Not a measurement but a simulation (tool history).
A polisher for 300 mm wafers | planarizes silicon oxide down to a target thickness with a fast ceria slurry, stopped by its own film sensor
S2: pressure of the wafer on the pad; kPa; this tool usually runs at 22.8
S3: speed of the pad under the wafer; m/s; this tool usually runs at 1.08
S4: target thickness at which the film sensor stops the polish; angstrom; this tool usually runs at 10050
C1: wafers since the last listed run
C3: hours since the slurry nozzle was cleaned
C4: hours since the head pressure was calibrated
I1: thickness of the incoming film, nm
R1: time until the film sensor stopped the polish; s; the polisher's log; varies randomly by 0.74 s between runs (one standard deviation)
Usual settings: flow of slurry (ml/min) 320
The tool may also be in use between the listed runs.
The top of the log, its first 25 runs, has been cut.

Run 26, day 30.888: usual settings but flow of slurry (ml/min) 215, S4 6110 angstrom; C1 432; wafers polished on this pad 478; C3 306.8; C4 411.7; I1 2162.1. Result: R1 78.3 s.
Run 27, day 31.912: usual settings but flow of slurry (ml/min) 225; C1 298; wafers polished on this pad 777; C3 331.4; C4 436.3; I1 2138.5. Result: R1 59.4 s.
Run 28, day 33.05: usual settings but S3 1.36 m/s; C1 331; wafers polished on this pad 1108; C3 358.7; C4 463.6; I1 2177.6. Result: R1 47 s.
Run 29, day 33.808: usual settings but flow of slurry (ml/min) 290, S4 11710 angstrom; C1 221; wafers polished on this pad 1329; C3 376.9; C4 481.8; I1 2151.5. Result: R1 51.6 s.
Run 30, day 35.196: usual settings but S2 14.5 kPa, S3 0.92 m/s, S4 13390 angstrom; C1 404; wafers polished on this pad 1734; C3 410.2; C4 515.1; I1 2179.1. Result: R1 70.3 s.
Run 31, day 36.425: usual settings but flow of slurry (ml/min) 255; C1 358; wafers polished on this pad 2092; C3 439.7; C4 544.6; I1 2151. Result: R1 60.7 s.
Run 32, day 37.279: usual settings; C1 249; wafers polished on this pad 2341; C3 460.2; C4 565.1; I1 2197.6. Result: R1 62.3 s.
At day 37.821: slurry nozzle cleaned.
Run 33, day 37.842: usual settings but S2 29 kPa, S4 12480 angstrom; C1 151; wafers polished on this pad 2493; C3 0.5; C4 578.6; I1 2176.4. Result: R1 39.7 s.
At day 38.679: worn pad replaced by a new one.
Run 34, day 41.8: usual settings; C1 1105; wafers polished on this pad 909; C3 95.5; C4 673.6; I1 2214.5. Result: R1 59.7 s.
Run 35, day 43.371: usual settings but S4 12920 angstrom; C1 458; wafers polished on this pad 1367; C3 133.2; C4 711.3; I1 2195.9. Result: R1 46.3 s.

What if the next run were any one of these 3? Each begins from the tool's condition after run 35:
Run A, day 43.388: usual settings; C1 4; wafers polished on this pad 1372; C3 133.6; C4 711.7; I1 2173.3. Result: R1 ?.
Run B, day 43.388: usual settings but S2 24.8 kPa, S3 0.78 m/s, S4 7330 angstrom; C1 4; wafers polished on this pad 1372; C3 133.6; C4 711.7; I1 2173.3. Result: R1 ?.
Run C, day 43.388: usual settings but S2 17.2 kPa; C1 4; wafers polished on this pad 1372; C3 133.6; C4 711.7; I1 2173.3. Result: R1 ?.

run    R1
  A  58.7
  B  93.5
  C  72.4
Stripped of hidden state, with their random variation kept, the same runs would have yielded:
run    R1
  A  56.6
  B  90.1
  C  69.8
